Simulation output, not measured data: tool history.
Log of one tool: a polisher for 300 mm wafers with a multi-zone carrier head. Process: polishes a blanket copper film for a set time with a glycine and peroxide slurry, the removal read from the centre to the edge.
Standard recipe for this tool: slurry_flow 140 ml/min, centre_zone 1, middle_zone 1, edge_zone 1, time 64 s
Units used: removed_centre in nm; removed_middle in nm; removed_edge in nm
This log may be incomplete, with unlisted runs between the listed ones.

| run | hour | slurry_flow | centre_zone | middle_zone | edge_zone | time | wafers since the last listed run | wafers polished on this pad | hours since the slurry nozzle was cleaned | hours since the centre zone pressure was calibrated | hours since the edge zone pressure was calibrated | hours since the carrier head's membrane was replaced | incoming thickness of the incoming film, nm | removed_centre | removed_middle | removed_edge |
|---|---|---|---|---|---|---|---|---|---|---|---|---|---|---|---|---|
| 1 | 0 | 140 | 1 | 1 | 1 | 64 | 0 | 2832 | 55.4 | 923.4 | 276.2 | 987.9 | 1454.2 | 290.9 | 295.1 | 289 |
| 2 | 53.5 | 140 | 1 | 0.96 | 1.1 | 57 | 810 | 3642 | 108.9 | 976.9 | 329.7 | 1041.4 | 1452.2 | 258.2 | 255.7 | 278.7 |
| 3 | 229.6 | 140 | 1.05 | 1 | 1.05 | 81 | 2666 | 6309 | 285 | 1153 | 505.8 | 1217.5 | 1448.9 | 381.9 | 368.7 | 376.1 |
|  | 247 | edge zone pressure recalibrated |
|  | 274.8 | worn pad replaced by a new one |
| 4 | 290.6 | 140 | 0.94 | 1 | 1 | 43 | 832 | 238 | 346 | 1214 | 43.6 | 1278.5 | 1445.4 | 191.9 | 205.5 | 204.6 |
| 5 | 344.7 | 140 | 1 | 1 | 1 | 64 | 819 | 1057 | 400.1 | 1268.1 | 97.7 | 1332.6 | 1452.8 | 298.9 | 301.2 | 298 |
|  | 369.5 | centre zone pressure recalibrated |
| 6 | 373.9 | 140 | 1 | 1.06 | 1 | 64 | 411 | 1469 | 429.3 | 4.4 | 126.9 | 1361.8 | 1447.7 | 295.7 | 314.2 | 293.4 |
| 7 | 425.6 | 140 | 0.94 | 0.88 | 1 | 46 | 782 | 2252 | 481 | 56.1 | 178.6 | 1413.5 | 1450.7 | 197.1 | 192.1 | 214.7 |
|  | 439.6 | slurry nozzle cleaned |
| 8 | 488.2 | 140 | 1 | 1 | 1 | 46 | 932 | 3185 | 48.6 | 118.7 | 241.2 | 1476.1 | 1459.9 | 206.4 | 212.8 | 212.4 |
| 9 | 519.3 | 140 | 1 | 1 | 1 | 64 | 470 | 3656 | 79.7 | 149.8 | 272.3 | 1507.2 | 1479.7 | 288.2 | 294.8 | 286.2 |
| 10 | 588.5 | 185 | 0.94 | 1 | 1 | 46 | 1047 | 4704 | 148.9 | 219 | 341.5 | 1576.4 | 1440.2 | 207.5 | 222.1 | 216.9 |
| 11 | 615.5 | 140 | 1 | 0.93 | 1.09 | 74 | 408 | 5113 | 175.9 | 246 | 368.5 | 1603.4 | 1442.3 | 332.7 | 317.1 | 347.5 |
| 12 | 693.2 | 140 | 1 | 0.95 | 1 | 64 | 1176 | 6289 | 253.6 | 323.7 | 446.2 | 1681.1 | 1458 | 286.7 | 278 | 288.9 |
|  | 717.1 | worn pad replaced by a new one |
| 13 | 721.3 | 140 | 0.92 | 0.92 | 1.07 | 45 | 364 | 64 | 281.7 | 351.8 | 474.3 | 1709.2 | 1469 | 196.7 | 202.2 | 224.7 |
|  | 728.5 | carrier head's membrane replaced by a new one |
| 14 | 746.3 | 95 | 0.9 | 1.04 | 1 | 72 | 302 | 366 | 306.7 | 376.8 | 499.3 | 17.8 | 1465.5 | 257 | 307.3 | 303.2 |
|  | 806.7 | edge zone pressure recalibrated |
| 15 | 837.3 | 180 | 1.11 | 1.07 | 1 | 64 | 1347 | 1714 | 397.7 | 467.8 | 30.6 | 108.8 | 1439.3 | 346.3 | 336.7 | 308.6 |
|  | 870.2 | slurry nozzle cleaned |
| 16 | 897.8 | 140 | 1 | 1 | 1 | 64 | 901 | 2615 | 27.6 | 528.3 | 91.1 | 169.3 | 1449.2 | 287 | 291 | 291.9 |
| 17 | 957.8 | 140 | 0.93 | 1 | 1 | 53 | 908 | 3524 | 87.6 | 588.3 | 151.1 | 229.3 | 1462.9 | 221.5 | 244.6 | 239.9 |
| 18 | 985.2 | 160 | 0.92 | 1 | 1 | 64 | 414 | 3939 | 115 | 615.7 | 178.5 | 256.7 | 1453.3 | 274.2 | 300.6 | 299.3 |
| 19 | 1040.3 | 185 | 1.11 | 1 | 1 | 55 | 834 | 4773 | 170.1 | 670.8 | 233.6 | 311.8 | 1484.1 | 294.9 | 268.6 | 262.8 |
| 20 | 1093.3 | 140 | 1 | 0.92 | 1 | 64 | 802 | 5576 | 223.1 | 723.8 | 286.6 | 364.8 | 1447.3 | 290.2 | 268.3 | 290.9 |
| 21 | 1124.8 | 140 | 1 | 0.89 | 1 | 64 | 477 | 6053 | 254.6 | 755.3 | 318.1 | 396.3 | 1473.2 | 288.4 | 265 | 287.7 |
| 22 | 1150.8 | 100 | 1 | 1.07 | 1 | 64 | 393 | 6446 | 280.6 | 781.3 | 344.1 | 422.3 | 1433.1 | 250.7 | 272.9 | 267.2 |
|  | 1192 | worn pad replaced by a new one |
| 23 | 1252 | 140 | 1.05 | 0.95 | 0.96 | 64 | 1471 | 908 | 381.8 | 882.5 | 445.3 | 523.5 | 1472.7 | 311.8 | 289.8 | 294.8 |

What if the next run were any one of these 3? Each begins from the tool's condition after run 23:
| A | 1252.4 | 140 | 0.94 | 1 | 1 | 64 | 6 | 914 | 382.2 | 882.9 | 445.7 | 523.9 | 1455.9 | ? | ? | ? |
| B | 1252.4 | 140 | 1 | 1 | 1 | 78 | 6 | 914 | 382.2 | 882.9 | 445.7 | 523.9 | 1455.9 | ? | ? | ? |
| C | 1252.4 | 140 | 1.1 | 1 | 1.05 | 64 | 6 | 914 | 382.2 | 882.9 | 445.7 | 523.9 | 1455.9 | ? | ? | ? |

| run | removed_centre | removed_middle | removed_edge |
|---|---|---|---|
| A | 282.1 | 305.1 | 305.2 |
| B | 365.9 | 371.7 | 372 |
| C | 330.5 | 304.8 | 312.4 |
Without the tool's unlogged condition, the same runs would have read:
| run | removed_centre | removed_middle | removed_edge |
|---|---|---|---|
| A | 288.1 | 311.6 | 311.8 |
| B | 373.7 | 379.6 | 380 |
| C | 337.6 | 311.3 | 319.1 |
